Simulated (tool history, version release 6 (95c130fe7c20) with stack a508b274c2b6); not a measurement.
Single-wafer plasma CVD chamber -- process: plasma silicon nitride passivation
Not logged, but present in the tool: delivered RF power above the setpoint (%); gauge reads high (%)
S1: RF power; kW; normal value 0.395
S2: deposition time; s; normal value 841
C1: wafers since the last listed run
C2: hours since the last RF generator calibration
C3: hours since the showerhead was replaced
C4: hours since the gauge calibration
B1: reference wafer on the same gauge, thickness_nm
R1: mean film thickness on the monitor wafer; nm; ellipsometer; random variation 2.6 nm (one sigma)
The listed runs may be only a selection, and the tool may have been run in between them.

run	hour	S1	S2	C1	C2	C3	C4	B1	R1
1	0.0	0.410	841	0	358.3	3868.9	145.5	1030.367	1105.621
2	86.2	0.395	841	210	444.5	3955.1	231.7	1029.997	1088.767
3	360.8	0.395	841	670	719.1	4229.7	506.3	1029.936	1076.583
4	444.2	0.380	899	203	802.5	4313.1	589.7	1029.811	1133.865
5	484.1	0.395	841	97	842.4	4353.0	629.6	1030.399	1074.480
6	745.6	0.395	941	638	1103.9	4614.5	891.1	1030.024	1206.027
7	852.9	0.395	941	262	1211.2	4721.8	998.4	1029.611	1203.269
8	957.9	0.395	841	256	1316.2	4826.8	1103.4	1029.881	1072.025
9	997.7	0.395	841	97	1356.0	4866.6	1143.2	1030.351	1076.190
10	1058.0	0.395	841	147	1416.3	4926.9	1203.5	1030.246	1072.712
11	1160.0	0.395	841	249	1518.3	5028.9	1305.5	1030.053	1076.932
12	1214.2	0.395	743	132	1572.5	5083.1	1359.7	1029.459	950.349
13	1317.3	0.395	743	251	1675.6	5186.2	1462.8	1029.670	950.361
# hour 1370.5: gauge calibrated
14	1415.3	0.395	943	239	1773.6	5284.2	44.8	1030.166	1204.066
15	1499.3	0.395	943	205	1857.6	5368.2	128.8	1029.501	1209.090
# hour 1575.6: showerhead replaced
16	1600.7	0.395	943	228	1959.0	25.1	230.2	1030.307	1196.928
17	1705.2	0.470	698	255	2063.5	129.6	334.7	1029.661	967.491
18	1791.6	0.395	841	211	2149.9	216.0	421.1	1030.120	1073.240
19	1864.8	0.350	841	178	2223.1	289.2	494.3	1029.923	1004.948
20	1925.3	0.395	841	147	2283.6	349.7	554.8	1029.994	1069.082
# hour 2003.1: RF generator calibrated
21	2019.4	0.395	758	210	16.3	443.8	648.9	1029.566	988.211
22	2062.7	0.395	841	105	59.6	487.1	692.2	1029.516	1096.149
23	2161.1	0.395	841	240	158.0	585.5	790.6	1029.985	1093.765
24	2209.0	0.325	897	116	205.9	633.4	838.5	1030.047	1047.652
25	2294.9	0.340	928	209	291.8	719.3	924.4	1030.031	1112.691
26	2398.0	0.465	841	251	394.9	822.4	1027.5	1030.370	1178.101
27	2497.6	0.360	841	243	494.5	922.0	1127.1	1030.059	1036.225
28	2551.2	0.425	841	130	548.1	975.6	1180.7	1029.953	1123.289
29	2652.7	0.445	791	247	649.6	1077.1	1282.2	1030.441	1075.204
30	2718.7	0.460	841	161	715.6	1143.1	1348.2	1029.385	1162.667
31	2786.6	0.395	841	165	783.5	1211.0	1416.1	1030.165	1084.588
32	2854.3	0.395	965	165	851.2	1278.7	1483.8	1030.670	1235.495
# hour 2869.7: gauge calibrated
33	2939.0	0.395	841	206	935.9	1363.4	69.3	1029.826	1083.231

How the hidden state differs across the entries between the runs, from the last listed run before each to the first after it:
Runs 13 to 14: gauge calibrated (hour 1370.5)
  delivered RF power above the setpoint (%): -4.05 -> -4.11
  the result without the hidden state subtracted from the measured one, R1: -19.880 -> -25.574 nm
Runs 15 to 16: showerhead replaced (hour 1575.6)
  delivered RF power above the setpoint (%): -4.16 -> -4.21
  the result without the hidden state subtracted from the measured one, R1: -25.977 -> -26.029 nm
Runs 20 to 21: RF generator calibrated (hour 2003.1)
  delivered RF power above the setpoint (%): -4.33 -> -0.122
  the result without the hidden state subtracted from the measured one, R1: -23.934 -> -0.598 nm
Runs 32 to 33: gauge calibrated (hour 2869.7)
  delivered RF power above the setpoint (%): -2.98 -> -3.14
  the result without the hidden state subtracted from the measured one, R1: -18.800 -> -17.351 nm
